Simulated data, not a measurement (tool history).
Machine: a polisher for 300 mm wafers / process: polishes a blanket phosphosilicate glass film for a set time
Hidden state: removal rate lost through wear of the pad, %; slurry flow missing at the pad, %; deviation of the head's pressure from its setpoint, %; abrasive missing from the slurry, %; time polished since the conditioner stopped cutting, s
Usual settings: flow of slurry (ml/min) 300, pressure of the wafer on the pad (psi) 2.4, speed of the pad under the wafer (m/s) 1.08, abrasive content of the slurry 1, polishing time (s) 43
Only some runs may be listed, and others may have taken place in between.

run	day	flow of slurry (ml/min)	pressure of the wafer on the pad (psi)	speed of the pad under the wafer (m/s)	abrasive content of the slurry	polishing time (s)	wafers since the last listed run	wafers polished on this pad	hours since the slurry nozzle was cleaned	hours since the head pressure was calibrated	hours since the slurry blender was calibrated	hours since the conditioning disc was replaced	incoming thickness of the incoming film, nm	film removed (nm)
1	0	300	2.4	1.08	1	43	0	1353	79.5	288.9	178.6	161.5	3637.7	241.3
# day 2.417: worn pad replaced by a new one
2	2.771	300	2.4	1.08	1	43	681	93	146	355.4	245.1	228	3646.7	239.2
# day 3.671: slurry blender recalibrated
3	4.371	300	2.4	1.08	1	43	396	490	184.4	393.8	16.8	266.4	3672	241.2
# day 4.596: conditioning disc replaced and pad reconditioned
# day 6.229: head pressure recalibrated
4	7.3	300	2.4	1.08	1.1	43	723	1213	254.7	25.7	87.1	64.9	3771.8	249.7
5	8.521	300	2.4	1.08	1.1	43	319	1532	284	55	116.4	94.2	3754.3	244.6
6	9.654	300	2.4	1.08	1.1	43	296	1829	311.2	82.2	143.6	121.4	3657.3	247.1
# day 9.871: worn pad replaced by a new one
7	11.208	300	3	1.08	1	43	363	350	348.5	119.5	180.9	158.7	3665.8	297.3
8	12.496	300	3	1.08	1	43	336	687	379.4	150.4	211.8	189.6	3692.3	288.1
# day 14.55: slurry nozzle cleaned
9	15.388	300	3	1.08	1	43	745	1433	20.1	219.8	281.2	259	3727.9	294.7
# day 16.304: conditioning disc replaced and pad reconditioned
# day 16.554: slurry blender recalibrated
# day 17.712: worn pad replaced by a new one
10	18.275	300	2.4	1.08	1.15	43	668	147	89.4	289.1	41.3	47.3	3745.5	248.8
11	19.746	300	2.4	1.08	1	57	384	532	124.7	324.4	76.6	82.6	3661.1	313.5
12	21.962	300	2.6	0.82	1	43	580	1112	177.9	377.6	129.8	135.8	3691.4	205.2
# day 24.158: head pressure recalibrated
13	24.225	300	1.8	1.08	1	43	570	1682	232.2	1.6	184.1	190.1	3656.2	178.9
# day 24.925: worn pad replaced by a new one
14	25.471	300	2.4	1.26	1	48	282	142	262.1	31.5	214	220	3694.6	296
15	27.175	300	2.4	1.08	1	36	446	588	303	72.4	254.9	260.9	3704.2	193.7
# day 27.338: conditioning disc replaced and pad reconditioned
16	28.688	300	2.4	1.08	1.2	29	374	963	339.3	108.7	291.2	32.4	3711.1	171.7
# day 29.333: slurry blender recalibrated
17	30.379	300	2.4	1.08	1	43	420	1383	379.9	149.3	25.1	73	3695.6	241.4
# day 31.762: slurry nozzle cleaned
# day 32.229: worn pad replaced by a new one
18	32.25	300	3	1.08	1	43	435	5	11.7	194.2	70	117.9	3726.8	296.8
19	34.417	300	2.9	1.08	1.25	57	567	572	63.7	246.2	122	169.9	3706.1	411.8
# day 36.917: conditioning disc replaced and pad reconditioned
20	37.042	240	2	1.46	0.75	43	665	1238	126.7	309.2	185	3	3645.1	214.2

The tool's hidden state at each run:
removal rate lost through wear of the pad, %: 0 on each run
slurry flow missing at the pad, %: 0 on each run
deviation of the head's pressure from its setpoint, %: 0 on each run
abrasive missing from the slurry, %: 0 on each run
time polished since the conditioner stopped cutting, s: 0 on each run

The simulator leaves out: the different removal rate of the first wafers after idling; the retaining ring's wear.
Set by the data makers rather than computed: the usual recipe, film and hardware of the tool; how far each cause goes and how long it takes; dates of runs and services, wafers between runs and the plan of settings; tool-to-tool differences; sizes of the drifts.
